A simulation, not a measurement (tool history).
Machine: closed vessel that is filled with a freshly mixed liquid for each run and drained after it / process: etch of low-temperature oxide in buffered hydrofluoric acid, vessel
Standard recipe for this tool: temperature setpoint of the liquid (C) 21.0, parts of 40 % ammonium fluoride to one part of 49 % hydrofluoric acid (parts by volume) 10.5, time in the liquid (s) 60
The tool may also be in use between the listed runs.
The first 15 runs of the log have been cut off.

run	hour	temperature setpoint of the liquid (C)	parts of 40 % ammonium fluoride to one part of 49 % hydrofluoric acid (parts by volume)	time in the liquid (s)	wafers since the last listed run	hours since the thermometer was replaced	hours since the hydrofluoric acid flow meter was replaced	hours since the gauge calibration	read-back film thickness of the low-temperature oxide reference wafer, read on the same gauge (nm)	thickness taken off the low-temperature oxide on a monitor wafer (angstrom)
16	186.5	22.5	6.5	70	952	2333.1	53.7	29.8	70.03	5342.2
17	204.2	25.0	14.5	75	1248	2350.8	71.4	47.5	69.97	3029.4
18	214.9	21.0	10.5	60	754	2361.5	82.1	58.2	69.98	2694.5
19	232.3	17.0	10.5	60	1227	2378.9	99.5	75.6	69.99	2129.9
# hour 234.9: thermometer replaced
20	248.6	21.0	8.0	50	1079	13.7	115.8	91.9	70.04	3192.4
21	262.4	24.5	7.0	60	973	27.5	129.6	105.7	69.97	5399.1
22	272.8	17.5	10.5	60	733	37.9	140.0	116.1	70.01	2446.6
23	285.8	19.5	10.5	70	917	50.9	153.0	129.1	70.06	3248.2
24	297.4	24.0	10.5	85	818	62.5	164.6	140.7	70.02	5053.2
25	313.1	21.0	10.5	60	1107	78.2	180.3	156.4	70.01	2988.2
26	327.9	25.0	8.5	60	1044	93.0	195.1	171.2	69.99	4477.7
27	336.8	21.0	12.0	60	627	101.9	204.0	180.1	70.00	2668.0
28	344.5	21.0	6.5	60	543	109.6	211.7	187.8	69.99	4754.3
29	353.5	25.0	12.5	80	634	118.6	220.7	196.8	69.99	4228.7
30	368.4	21.0	10.5	70	1051	133.5	235.6	211.7	70.00	3508.6
31	384.6	21.0	10.5	85	1142	149.7	251.8	227.9	69.99	4221.2

Each row is a separate what-if for the run after 31, all from the same tool condition, not one after another. Results?
A	385.3	21.0	14.0	60	49	150.4	252.5	228.6	?	?
B	385.3	17.5	8.5	30	49	150.4	252.5	228.6	?	?
C	385.3	21.0	13.5	30	49	150.4	252.5	228.6	?	?
D	385.3	25.0	10.5	75	49	150.4	252.5	228.6	?	?
E	385.3	21.0	10.5	30	49	150.4	252.5	228.6	?	?

run	read-back film thickness of the low-temperature oxide reference wafer, read on the same gauge (nm)	thickness taken off the low-temperature oxide on a monitor wafer (angstrom)
A	69.98	2262.9
B	69.98	1467.5
C	69.98	1172.6
D	69.98	4671.0
E	69.98	1499.2
With the hidden condition removed and each run's random variation left untouched, the same runs would have given:
run	thickness taken off the low-temperature oxide on a monitor wafer (angstrom)
A	2312.7
B	1500.4
C	1198.4
D	4770.9
E	1532.2

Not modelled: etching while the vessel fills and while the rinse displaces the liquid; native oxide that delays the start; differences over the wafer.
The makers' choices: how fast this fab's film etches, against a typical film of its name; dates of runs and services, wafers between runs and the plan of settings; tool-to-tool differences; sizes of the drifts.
